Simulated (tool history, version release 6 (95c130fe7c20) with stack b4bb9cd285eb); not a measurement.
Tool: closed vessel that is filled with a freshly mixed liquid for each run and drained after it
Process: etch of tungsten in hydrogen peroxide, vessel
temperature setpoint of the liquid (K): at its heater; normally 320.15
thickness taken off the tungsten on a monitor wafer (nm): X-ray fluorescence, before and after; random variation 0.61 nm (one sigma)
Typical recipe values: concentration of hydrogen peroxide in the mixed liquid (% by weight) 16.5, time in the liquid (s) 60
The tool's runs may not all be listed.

run    hour  temperature setpoint of the liquid (K)  concentration of hydrogen peroxide in the mixed liquid (% by weight)  time in the liquid (s)  wafers since the last listed run  hours since the thermometer was replaced  hours since the peroxide flow meter was replaced  hours since the drum of peroxide was connected  hours since the gauge calibration  read-back film thickness of the tungsten reference wafer, read on the same gauge (nm)  thickness taken off the tungsten on a monitor wafer (nm)
  1       0                                  320.15                                                                  16.5                      60                                 0                                    1141.1                                            1691.7                                             360                             2300.6                                                                                 150.03                                                      91.4
  2    98.1                                  320.15                                                                  16.5                      60                              9028                                    1239.2                                            1789.8                                           458.1                             2398.7                                                                                 150.02                                                     89.58
  3     180                                  320.15                                                                  17.5                      60                              7537                                    1321.1                                            1871.7                                             540                             2480.6                                                                                 150.01                                                     92.65
  4   225.8                                  320.15                                                                  17.5                      60                              4215                                    1366.9                                            1917.5                                           585.8                             2526.4                                                                                 149.99                                                     92.19
  5   268.8                                  320.15                                                                  17.5                      60                              3957                                    1409.9                                            1960.5                                           628.8                             2569.4                                                                                 150.01                                                     92.72
  6   333.5                                  320.15                                                                  16.5                      60                              5954                                    1474.6                                            2025.2                                           693.5                             2634.1                                                                                 150.03                                                     90.16
  7   393.1                                  320.15                                                                  16.5                      60                              5485                                    1534.2                                            2084.8                                           753.1                             2693.7                                                                                 149.99                                                     89.63
      420.6  -- peroxide flow meter replaced
      446.9  -- new drum of peroxide connected
  8   455.7                                  320.15                                                                  16.5                      60                              5577                                    1596.8                                              35.1                                             8.8                             2756.3                                                                                 149.99                                                     94.08
      521.7  -- thermometer replaced
  9   554.3                                  320.15                                                                  16.5                      60                              8982                                      32.6                                             133.7                                           107.4                             2854.9                                                                                 149.99                                                     94.15
 10   661.6                                  320.15                                                                  16.5                      60                              9875                                     139.9                                               241                                           214.7                             2962.2                                                                                 150.01                                                     93.62
 11   721.5                                  320.15                                                                  16.5                      60                              5512                                     199.8                                             300.9                                           274.6                             3022.1                                                                                 149.98                                                     93.92
 12   768.1                                  320.15                                                                  16.5                      80                              4288                                     246.4                                             347.5                                           321.2                             3068.7                                                                                 149.98                                                    123.16
 13     857                                  328.15                                                                  20.5                      85                              8181                                     335.3                                             436.4                                           410.1                             3157.6                                                                                 149.99                                                    238.52
 14   932.8                                  320.15                                                                  19.5                      50                              6976                                     411.1                                             512.2                                           485.9                             3233.4                                                                                 149.98                                                     83.89
      948.1  -- gauge calibrated
 15  1017.3                                  320.15                                                                  16.5                      40                              7776                                     495.6                                             596.7                                           570.4                               69.2                                                                                 149.97                                                     61.81
 16  1096.7                                  320.15                                                                  16.5                      60                              7307                                       575                                             676.1                                           649.8                              148.6                                                                                    150                                                     91.86
 17    1180                                  320.15                                                                    20                      80                              7666                                     658.3                                             759.4                                           733.1                              231.9                                                                                 150.01                                                    135.11
 18  1243.4                                  320.15                                                                  16.5                      60                              5835                                     721.7                                             822.8                                           796.5                              295.3                                                                                    150                                                     92.53
     1258.6  -- new drum of peroxide connected
 19  1310.5                                  320.15                                                                    13                      60                              6083                                     788.8                                             889.9                                            51.9                              362.4                                                                                 149.96                                                     81.57
 20  1370.2                                  320.15                                                                  16.5                      60                              5494                                     848.5                                             949.6                                           111.6                              422.1                                                                                 150.01                                                     92.43
 21  1448.5                                  320.15                                                                    12                      60                              7206                                     926.8                                            1027.9                                           189.9                              500.4                                                                                 150.02                                                     78.64
 22  1505.8                                  320.15                                                                  16.5                      60                              5273                                     984.1                                            1085.2                                           247.2                              557.7                                                                                 149.98                                                     91.77
 23    1602                                  320.15                                                                    18                      60                              8853                                    1080.3                                            1181.4                                           343.4                              653.9                                                                                    150                                                     94.97
 24  1663.5                                  317.15                                                                  16.5                      50                              5660                                    1141.8                                            1242.9                                           404.9                              715.4                                                                                 149.98                                                     62.54

Estimate the outcome of run 25 from the log above:
 25  1768.4                                  320.15                                                                  16.5                      60                              9654                                    1246.7                                            1347.8                                           509.8                              820.3                                                                                      ?                                                         ?

read-back film thickness of the tungsten reference wafer, read on the same gauge (nm): 150
thickness taken off the tungsten on a monitor wafer (nm): 91.48
Were there no unlogged condition in the tool, this run, its random variation unchanged, would have produced thickness taken off the tungsten on a monitor wafer (nm) 94.39.

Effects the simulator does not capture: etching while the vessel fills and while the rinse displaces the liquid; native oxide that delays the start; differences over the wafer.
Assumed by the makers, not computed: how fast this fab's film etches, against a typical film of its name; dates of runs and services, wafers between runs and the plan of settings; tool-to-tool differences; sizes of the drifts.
